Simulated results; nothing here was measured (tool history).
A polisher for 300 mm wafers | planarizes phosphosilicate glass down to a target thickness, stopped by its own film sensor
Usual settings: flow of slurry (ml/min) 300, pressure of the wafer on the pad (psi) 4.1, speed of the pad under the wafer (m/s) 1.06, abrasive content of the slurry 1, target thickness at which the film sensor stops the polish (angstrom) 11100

| run | hour | flow of slurry (ml/min) | pressure of the wafer on the pad (psi) | speed of the pad under the wafer (m/s) | abrasive content of the slurry | target thickness at which the film sensor stops the polish (angstrom) | incoming thickness of the incoming film, nm | time until the film sensor stopped the polish (s) |
|---|---|---|---|---|---|---|---|---|
| 1 | 0 | 300 | 4.1 | 1.06 | 1 | 11100 | 1854.6 | 84.1 |
| 2 | 22.8 | 300 | 4.1 | 1.06 | 1 | 11100 | 1817.2 | 82.9 |
| 3 | 38.5 | 300 | 4.1 | 0.86 | 1 | 11100 | 1837.8 | 100.1 |
|  | 56.4 | slurry blender recalibrated |
| 4 | 61.5 | 300 | 4.1 | 1.06 | 1 | 11100 | 1839.7 | 72.4 |
|  | 65.4 | head pressure recalibrated |
| 5 | 85.4 | 300 | 4.1 | 1.06 | 1 | 11100 | 1844.8 | 78.4 |
|  | 93.7 | slurry nozzle cleaned |
| 6 | 103 | 300 | 4.1 | 1.06 | 1 | 11100 | 1823.8 | 73.4 |
|  | 156.5 | worn pad replaced by a new one |
| 7 | 157.4 | 300 | 4.1 | 1.06 | 1 | 11100 | 1860.1 | 83 |
| 8 | 176.8 | 300 | 4.1 | 1.06 | 1 | 11100 | 1865.5 | 84.5 |
| 9 | 206.2 | 265 | 3.2 | 1.06 | 1 | 11100 | 1816.7 | 109 |
| 10 | 228.7 | 300 | 4.1 | 0.94 | 1 | 11100 | 1840.3 | 93.5 |
|  | 240.3 | conditioning disc replaced and pad reconditioned |
| 11 | 243.4 | 300 | 4.1 | 1.06 | 1 | 11100 | 1848.6 | 88.8 |
|  | 255.2 | slurry blender recalibrated |
| 12 | 270.6 | 300 | 4.1 | 1.06 | 1.3 | 11100 | 1815.6 | 59.8 |
| 13 | 332.8 | 300 | 4.8 | 1.06 | 1 | 11100 | 1834.6 | 68.7 |
|  | 340.3 | worn pad replaced by a new one |
| 14 | 363.5 | 300 | 3 | 1.18 | 1 | 11790 | 1871.2 | 98.8 |
|  | 388.9 | slurry nozzle cleaned |
| 15 | 394.2 | 300 | 4.1 | 0.76 | 1.2 | 11100 | 1843.3 | 87.6 |
| 16 | 428 | 260 | 5.1 | 1.06 | 1 | 11100 | 1840.7 | 71.2 |
| 17 | 445.2 | 300 | 4.1 | 1.06 | 1 | 9120 | 1827.3 | 108.1 |
|  | 471.9 | head pressure recalibrated |
| 18 | 479.5 | 380 | 3.6 | 1.06 | 1 | 9630 | 1828.1 | 123.8 |
|  | 501.8 | worn pad replaced by a new one |
| 19 | 504.9 | 300 | 3.6 | 1.06 | 1.1 | 11100 | 1798.6 | 95.8 |
|  | 522.1 | slurry blender recalibrated |
| 20 | 526.5 | 300 | 4.1 | 1.06 | 1 | 11100 | 1827.7 | 71.2 |
| 21 | 543.4 | 390 | 3.5 | 0.92 | 1 | 11100 | 1825.5 | 91.5 |
| 22 | 564.1 | 300 | 4.1 | 1.06 | 1 | 11100 | 1807.8 | 71.3 |
| 23 | 581.2 | 230 | 5.2 | 0.78 | 1 | 9860 | 1818.2 | 85.1 |
| 24 | 644.7 | 300 | 4.1 | 1.06 | 1 | 11100 | 1830.3 | 76.6 |
|  | 668.9 | slurry nozzle cleaned |
|  | 670.4 | conditioning disc replaced and pad reconditioned |
| 25 | 674.7 | 300 | 3.4 | 1.06 | 1 | 9610 | 1819.3 | 121.7 |

Forecast each of these 4 alternatives for the next run:
| A | 675.1 | 300 | 4.1 | 1.06 | 1.25 | 11100 | 1844.8 | ? |
| B | 675.1 | 300 | 3.4 | 1.06 | 1.2 | 8570 | 1844.8 | ? |
| C | 675.1 | 300 | 3.2 | 0.8 | 1 | 8540 | 1844.8 | ? |
| D | 675.1 | 300 | 4.1 | 1.42 | 1 | 11100 | 1844.8 | ? |

| run | time until the film sensor stopped the polish (s) |
|---|---|
| A | 70.1 |
| B | 116.6 |
| C | 166.8 |
| D | 68.8 |
Without the tool's hidden state the same runs would have given:
| run | time until the film sensor stopped the polish (s) |
|---|---|
| A | 63.3 |
| B | 104.9 |
| C | 147.4 |
| D | 60.8 |
